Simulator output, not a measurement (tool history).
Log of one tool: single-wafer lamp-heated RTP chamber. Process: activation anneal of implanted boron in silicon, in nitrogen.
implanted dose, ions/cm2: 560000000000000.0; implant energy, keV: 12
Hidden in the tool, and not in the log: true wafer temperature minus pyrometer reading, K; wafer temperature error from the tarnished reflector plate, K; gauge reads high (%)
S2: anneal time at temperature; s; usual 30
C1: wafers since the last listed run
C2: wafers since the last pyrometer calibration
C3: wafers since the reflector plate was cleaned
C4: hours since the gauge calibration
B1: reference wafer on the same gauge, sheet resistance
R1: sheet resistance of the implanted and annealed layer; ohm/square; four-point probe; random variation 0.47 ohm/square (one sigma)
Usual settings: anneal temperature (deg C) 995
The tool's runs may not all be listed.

run 1 day=0 | anneal_temperature_(deg_C)=995 S2=30 | C1=0 C2=2844 C3=2844 C4=293.2 | B1=168 | R1=197.88
run 2 day=1.112 | anneal_temperature_(deg_C)=995 S2=30 | C1=369 C2=3213 C3=3213 C4=319.9 | B1=167.9 | R1=197.6
run 3 day=3.288 | anneal_temperature_(deg_C)=995 S2=30 | C1=722 C2=3936 C3=3936 C4=372.1 | B1=167.98 | R1=196.29
run 4 day=5.375 | anneal_temperature_(deg_C)=995 S2=30 | C1=693 C2=4630 C3=4630 C4=422.2 | B1=168.03 | R1=196.69
run 5 day=7.054 | anneal_temperature_(deg_C)=995 S2=30 | C1=557 C2=5188 C3=5188 C4=462.5 | B1=168.03 | R1=197.45
run 6 day=8.062 | anneal_temperature_(deg_C)=995 S2=30 | C1=335 C2=5523 C3=5523 C4=486.7 | B1=168.1 | R1=197.12
-- day=10.004 pyrometer window cleaned and pyrometer calibrated
run 7 day=10.75 | anneal_temperature_(deg_C)=995 S2=30 | C1=782 C2=247 C3=6305 C4=551.2 | B1=167.97 | R1=196.75
run 8 day=13.158 | anneal_temperature_(deg_C)=995 S2=30 | C1=800 C2=1047 C3=7105 C4=609 | B1=168.02 | R1=196.16
-- day=15.683 reflector plate cleaned
run 9 day=19.796 | anneal_temperature_(deg_C)=995 S2=30 | C1=2094 C2=3142 C3=1366 C4=768.3 | B1=167.89 | R1=195.7
run 10 day=22.025 | anneal_temperature_(deg_C)=995 S2=30 | C1=740 C2=3883 C3=2107 C4=821.8 | B1=168.04 | R1=196.25
run 11 day=24.675 | anneal_temperature_(deg_C)=995 S2=30 | C1=880 C2=4763 C3=2987 C4=885.4 | B1=167.88 | R1=195.89
run 12 day=26.662 | anneal_temperature_(deg_C)=995 S2=30 | C1=660 C2=5423 C3=3648 C4=933.1 | B1=167.99 | R1=194.83
-- day=26.683 gauge calibrated
-- day=27.188 pyrometer window cleaned and pyrometer calibrated
-- day=27.896 reflector plate cleaned, repeated, since the last time left the tool worse
run 13 day=28.992 | anneal_temperature_(deg_C)=995 S2=30 | C1=552 C2=489 C3=364 C4=55.4 | B1=168.07 | R1=198.01

Forecast run 14:
run 14 day=30.312 | anneal_temperature_(deg_C)=995 S2=30 | C1=438 C2=928 C3=802 C4=87.1 | B1=? | R1=?

Run 14 gave B1 168, R1 197.17 ohm/square.
Without the tool's hidden state the same run would have given R1 197.3 ohm/square.

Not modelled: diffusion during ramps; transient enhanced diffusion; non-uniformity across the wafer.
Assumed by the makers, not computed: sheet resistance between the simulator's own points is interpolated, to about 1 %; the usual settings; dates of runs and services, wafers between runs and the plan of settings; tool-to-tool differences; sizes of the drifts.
